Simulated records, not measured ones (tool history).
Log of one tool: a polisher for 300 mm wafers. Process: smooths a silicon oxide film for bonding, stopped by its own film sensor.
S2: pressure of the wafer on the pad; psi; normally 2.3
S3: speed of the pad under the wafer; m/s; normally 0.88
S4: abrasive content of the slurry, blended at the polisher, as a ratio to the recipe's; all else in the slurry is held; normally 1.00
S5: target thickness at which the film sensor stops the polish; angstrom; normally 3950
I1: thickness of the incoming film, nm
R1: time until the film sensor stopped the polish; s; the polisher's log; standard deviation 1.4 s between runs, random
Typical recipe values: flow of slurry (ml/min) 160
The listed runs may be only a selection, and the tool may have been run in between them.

run 1 hour=0.0 | flow_of_slurry_(ml/min)=160 S2=2.3 S3=0.88 S4=1.00 S5=3950 | I1=450.1 | R1=72.7
-- hour=25.9 slurry nozzle cleaned
run 2 hour=26.4 | flow_of_slurry_(ml/min)=160 S2=2.3 S3=0.88 S4=1.00 S5=3950 | I1=448.0 | R1=69.7
run 3 hour=86.2 | flow_of_slurry_(ml/min)=160 S2=2.3 S3=0.88 S4=1.00 S5=3950 | I1=455.0 | R1=77.1
run 4 hour=121.6 | flow_of_slurry_(ml/min)=160 S2=2.3 S3=0.88 S4=1.00 S5=3950 | I1=453.1 | R1=74.1
-- hour=149.5 slurry blender recalibrated
run 5 hour=153.0 | flow_of_slurry_(ml/min)=160 S2=2.3 S3=0.88 S4=1.00 S5=3950 | I1=449.8 | R1=70.5
-- hour=188.8 worn pad replaced by a new one
run 6 hour=205.0 | flow_of_slurry_(ml/min)=160 S2=2.3 S3=0.88 S4=0.80 S5=3950 | I1=453.2 | R1=83.8
-- hour=217.8 head pressure recalibrated
run 7 hour=252.6 | flow_of_slurry_(ml/min)=160 S2=2.3 S3=0.88 S4=0.80 S5=3950 | I1=454.0 | R1=94.4
-- hour=282.5 slurry nozzle cleaned
run 8 hour=300.0 | flow_of_slurry_(ml/min)=160 S2=2.3 S3=0.88 S4=0.80 S5=3950 | I1=452.0 | R1=87.2
run 9 hour=351.9 | flow_of_slurry_(ml/min)=160 S2=2.3 S3=0.88 S4=1.00 S5=3950 | I1=457.1 | R1=84.1
run 10 hour=419.5 | flow_of_slurry_(ml/min)=160 S2=2.3 S3=0.88 S4=1.00 S5=3950 | I1=453.7 | R1=75.9
-- hour=477.3 slurry blender recalibrated
run 11 hour=483.0 | flow_of_slurry_(ml/min)=160 S2=2.3 S3=0.88 S4=1.00 S5=3950 | I1=443.8 | R1=66.5
-- hour=502.8 worn pad replaced by a new one
run 12 hour=540.8 | flow_of_slurry_(ml/min)=160 S2=2.3 S3=0.88 S4=1.00 S5=3950 | I1=447.4 | R1=68.6
-- hour=559.6 slurry nozzle cleaned
run 13 hour=590.4 | flow_of_slurry_(ml/min)=160 S2=2.3 S3=0.88 S4=1.00 S5=3950 | I1=449.7 | R1=72.3
run 14 hour=621.7 | flow_of_slurry_(ml/min)=160 S2=2.3 S3=0.88 S4=1.00 S5=3950 | I1=440.6 | R1=61.2
run 15 hour=666.6 | flow_of_slurry_(ml/min)=160 S2=2.3 S3=0.88 S4=1.00 S5=3840 | I1=443.9 | R1=76.9
-- hour=712.2 head pressure recalibrated
-- hour=765.4 slurry blender recalibrated
run 16 hour=776.3 | flow_of_slurry_(ml/min)=125 S2=2.3 S3=0.88 S4=0.75 S5=3780 | I1=451.0 | R1=142.3
-- hour=796.9 worn pad replaced by a new one
run 17 hour=840.8 | flow_of_slurry_(ml/min)=180 S2=2.3 S3=0.88 S4=1.00 S5=3820 | I1=450.3 | R1=101.8
run 18 hour=878.1 | flow_of_slurry_(ml/min)=160 S2=2.3 S3=0.88 S4=1.00 S5=3950 | I1=450.2 | R1=81.5
-- hour=895.8 slurry nozzle cleaned
run 19 hour=935.7 | flow_of_slurry_(ml/min)=160 S2=2.3 S3=0.88 S4=1.00 S5=3950 | I1=452.8 | R1=86.9
-- hour=955.9 head pressure recalibrated, repeated, since the last time left the tool worse
run 20 hour=1001.4 | flow_of_slurry_(ml/min)=160 S2=2.0 S3=0.88 S4=1.00 S5=3950 | I1=444.2 | R1=70.9
run 21 hour=1025.7 | flow_of_slurry_(ml/min)=180 S2=1.6 S3=0.88 S4=1.00 S5=3840 | I1=444.3 | R1=100.2
-- hour=1042.9 slurry blender recalibrated
-- hour=1087.4 worn pad replaced by a new one
run 22 hour=1094.3 | flow_of_slurry_(ml/min)=160 S2=2.3 S3=0.60 S4=1.10 S5=3880 | I1=445.8 | R1=89.7
run 23 hour=1150.7 | flow_of_slurry_(ml/min)=160 S2=2.6 S3=0.88 S4=0.90 S5=3840 | I1=452.2 | R1=89.6
-- hour=1215.6 slurry nozzle cleaned
-- hour=1337.5 slurry blender recalibrated
run 24 hour=1343.9 | flow_of_slurry_(ml/min)=160 S2=2.3 S3=0.88 S4=1.00 S5=3950 | I1=456.1 | R1=81.6
run 25 hour=1396.7 | flow_of_slurry_(ml/min)=200 S2=2.0 S3=0.68 S4=0.90 S5=3950 | I1=444.5 | R1=81.9
-- hour=1401.6 worn pad replaced by a new one
run 26 hour=1423.4 | flow_of_slurry_(ml/min)=180 S2=2.3 S3=0.88 S4=0.85 S5=3950 | I1=451.1 | R1=76.9
-- hour=1432.2 head pressure recalibrated
run 27 hour=1479.7 | flow_of_slurry_(ml/min)=140 S2=1.6 S3=1.06 S4=1.00 S5=3830 | I1=443.1 | R1=96.4
run 28 hour=1506.2 | flow_of_slurry_(ml/min)=160 S2=2.3 S3=1.12 S4=1.00 S5=3950 | I1=452.2 | R1=67.1

How would selected steps in R1 from run to run divide? Give the signed amount a tool lacking its hidden state would still show from settings, what came in and random variation, and the signed amount left for the hidden state, including any gauge scatter that is not in both of the compared results.
Hidden conditions of the tool in this case: removal rate lost through wear of the pad, %; slurry flow missing at the pad, %; deviation of the head's pressure from its setpoint, %; abrasive missing from the slurry, %.
Run 15 -> 16: flow of slurry (ml/min) 160 -> 125, S4 1.00 -> 0.75, S5 3840 -> 3780, head pressure recalibrated, slurry blender recalibrated. R1 +65.4 s: hidden state +17.2, all else +48.2.
Run 16 -> 17: flow of slurry (ml/min) 125 -> 180, S4 0.75 -> 1.00, S5 3780 -> 3820, worn pad replaced by a new one. R1 -40.5 s: hidden state -4.1, all else -36.4.
Run 19 -> 20: S2 2.3 -> 2.0, head pressure recalibrated, repeated, since the last time left the tool worse. R1 -16.0 s: hidden state -7.4, all else -8.6.
